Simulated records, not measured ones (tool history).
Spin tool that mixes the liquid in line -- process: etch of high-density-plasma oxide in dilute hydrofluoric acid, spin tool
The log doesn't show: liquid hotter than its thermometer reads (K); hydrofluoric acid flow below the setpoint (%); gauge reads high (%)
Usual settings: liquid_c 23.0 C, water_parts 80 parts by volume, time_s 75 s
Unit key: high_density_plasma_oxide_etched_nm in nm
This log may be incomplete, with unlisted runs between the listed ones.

run     day  liquid_c  water_parts  time_s  wafers since the last listed run  hours since the thermometer was replaced  hours since the hydrofluoric acid flow meter was replaced  hours since the gauge calibration  read-back film thickness of the high-density-plasma oxide reference wafer, read on the same gauge (nm)  high_density_plasma_oxide_etched_nm
  1   0.000      23.0           80     110                                 0                                     907.8                                                     1389.5                              372.7                                                                                                  90.006                                8.781
  2   1.071      23.0           80     110                               389                                     933.5                                                     1415.2                              398.4                                                                                                  89.988                                8.926
  3   2.546      23.0           80      75                               537                                     968.9                                                     1450.6                              433.8                                                                                                  90.000                                6.095
  4   3.367      23.0           80      75                               298                                     988.6                                                     1470.3                              453.5                                                                                                  90.007                                6.076
  5   4.742      23.0           80      75                               500                                    1021.6                                                     1503.3                              486.5                                                                                                  90.005                                6.014
  6   5.396      23.0           80      75                               238                                    1037.3                                                     1519.0                              502.2                                                                                                  90.000                                6.050
  7   6.862      23.0           80      75                               534                                    1072.5                                                     1554.2                              537.4                                                                                                  90.026                                6.063
  8   7.808      23.0           80      75                               344                                    1095.2                                                     1576.9                              560.1                                                                                                  89.999                                6.140
  9   8.500      23.0           80      75                               251                                    1111.8                                                     1593.5                              576.7                                                                                                  89.995                                6.056
 10   9.092      23.0           80      75                               215                                    1126.0                                                     1607.7                              590.9                                                                                                  89.990                                6.085
      9.421  -- gauge calibrated
 11  10.558      23.0           80      75                               534                                    1161.2                                                     1642.9                               27.3                                                                                                  89.985                                6.134
 12  11.792      23.0           80      75                               449                                    1190.8                                                     1672.5                               56.9                                                                                                  90.012                                6.112
 13  12.675      23.0           80      75                               321                                    1212.0                                                     1693.7                               78.1                                                                                                  90.003                                6.065
 14  14.154      23.0           80      75                               538                                    1247.5                                                     1729.2                              113.6                                                                                                  89.989                                6.152
 15  15.438      25.5          115      85                               467                                    1278.3                                                     1760.0                              144.4                                                                                                  90.007                                5.121
 16  16.867      21.5           60      50                               520                                    1312.6                                                     1794.3                              178.7                                                                                                  89.975                                5.261
 17  17.967      19.0           40     115                               400                                    1339.0                                                     1820.7                              205.1                                                                                                  89.993                               16.726
 18  18.729      18.0           70     110                               277                                    1357.3                                                     1839.0                              223.4                                                                                                  90.002                                8.399
 19  20.162      20.0           80      75                               521                                    1391.7                                                     1873.4                              257.8                                                                                                  89.996                                5.428
 20  20.921      23.0           80      75                               276                                    1409.9                                                     1891.6                              276.0                                                                                                  89.990                                6.085
 21  21.858      26.5           80      75                               341                                    1432.4                                                     1914.1                              298.5                                                                                                  89.993                                7.054
     21.912  -- hydrofluoric acid flow meter replaced
     22.158  -- thermometer replaced
 22  23.229      25.0           55      50                               468                                      25.7                                                       31.6                              331.4                                                                                                  90.005                                6.282
 23  23.912      23.0           80      60                               248                                      42.1                                                       48.0                              347.8                                                                                                  89.964                                4.577
 24  24.775      19.5          120      75                               314                                      62.8                                                       68.7                              368.5                                                                                                  89.998                                3.191
 25  25.879      23.0           45     105                               402                                      89.3                                                       95.2                              395.0                                                                                                  90.010                               15.035
 26  26.679      27.0          100      40                               291                                     108.5                                                      114.4                              414.2                                                                                                  89.987                                2.820
 27  27.254      20.5           80     115                               209                                     122.3                                                      128.2                              428.0                                                                                                  89.986                                7.970
 28  28.258      23.0           80      75                               365                                     146.4                                                      152.3                              452.1                                                                                                  90.022                                5.805

Below are 5 alternative next runs, each starting from the tool's condition after run 28. Predict each:
  A  28.275      23.0           80      75                                 6                                     146.8                                                      152.7                              452.5                                                                                                       ?                                    ?
  B  28.275      27.0           55     105                                 6                                     146.8                                                      152.7                              452.5                                                                                                       ?                                    ?
  C  28.275      25.5           50     105                                 6                                     146.8                                                      152.7                              452.5                                                                                                       ?                                    ?
  D  28.275      19.5          115      75                                 6                                     146.8                                                      152.7                              452.5                                                                                                       ?                                    ?
  E  28.275      23.0           80      45                                 6                                     146.8                                                      152.7                              452.5                                                                                                       ?                                    ?

run  read-back film thickness of the high-density-plasma oxide reference wafer, read on the same gauge (nm)  high_density_plasma_oxide_etched_nm
  A                                                                                                  90.000                                5.804
  B                                                                                                  90.000                               14.350
  C                                                                                                  90.000                               14.965
  D                                                                                                  90.000                                3.363
  E                                                                                                  90.000                                3.482
With no hidden state in the tool, these same runs would have given:
run  high_density_plasma_oxide_etched_nm
  A                                5.762
  B                               14.248
  C                               14.855
  D                                3.338
  E                                3.457
